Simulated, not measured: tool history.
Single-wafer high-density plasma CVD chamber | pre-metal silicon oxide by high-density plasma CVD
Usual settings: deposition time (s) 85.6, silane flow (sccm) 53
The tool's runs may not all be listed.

| run | hour | deposition time (s) | silane flow (sccm) | read-back reference wafer on the same gauge, thickness_nm | mean film thickness on the monitor wafer (nm) |
|---|---|---|---|---|---|
| 1 | 0.0 | 85.6 | 53 | 449.012 | 491.919 |
| 2 | 15.8 | 85.6 | 53 | 448.951 | 491.024 |
| 3 | 25.2 | 85.6 | 53 | 448.952 | 493.458 |
| 4 | 40.5 | 85.6 | 53 | 449.186 | 495.044 |
| 5 | 53.8 | 85.6 | 53 | 449.178 | 492.708 |
| 6 | 64.3 | 85.6 | 53 | 448.939 | 493.308 |
| 7 | 78.7 | 95.2 | 53 | 448.935 | 546.891 |
| 8 | 84.8 | 95.2 | 53 | 448.865 | 549.759 |
| 9 | 98.2 | 77.7 | 58 | 448.973 | 482.824 |
| 10 | 106.3 | 85.6 | 53 | 449.043 | 494.843 |
| 11 | 132.4 | 85.6 | 53 | 448.899 | 494.957 |
| 12 | 148.3 | 85.6 | 53 | 448.981 | 495.202 |
| 13 | 161.5 | 85.6 | 53 | 448.877 | 494.988 |
| 14 | 168.1 | 85.6 | 53 | 448.990 | 495.201 |
| 15 | 177.9 | 85.6 | 53 | 449.044 | 494.800 |
| 16 | 191.6 | 92.9 | 51 | 449.077 | 519.970 |
| 17 | 202.6 | 85.6 | 53 | 448.936 | 495.467 |
| 18 | 215.5 | 91.5 | 61 | 448.976 | 595.073 |
| 19 | 224.6 | 94.8 | 62 | 449.011 | 624.464 |
| 20 | 233.8 | 85.6 | 53 | 448.850 | 495.867 |
|  | 245.2 | gauge calibrated |
|  | 257.7 | silane flow controller replaced |
| 21 | 258.2 | 85.6 | 57 | 449.014 | 500.636 |
| 22 | 262.7 | 98.5 | 59 | 448.862 | 592.258 |
| 23 | 276.1 | 85.6 | 53 | 448.984 | 471.300 |
| 24 | 288.9 | 98.5 | 56 | 448.978 | 570.122 |
| 25 | 300.3 | 79.3 | 59 | 449.003 | 477.748 |
| 26 | 313.2 | 85.6 | 53 | 449.184 | 471.183 |
| 27 | 331.0 | 73.3 | 48 | 449.026 | 373.876 |
| 28 | 343.5 | 77.8 | 47 | 448.931 | 390.466 |

Run 29 comes next. What will it give?
| 29 | 357.0 | 85.6 | 53 | ? | ? |

Run 29 gave read-back reference wafer on the same gauge, thickness_nm 449.080, mean film thickness on the monitor wafer (nm) 472.836.
Without the tool's hidden state the same run would have given mean film thickness on the monitor wafer (nm) 475.970.
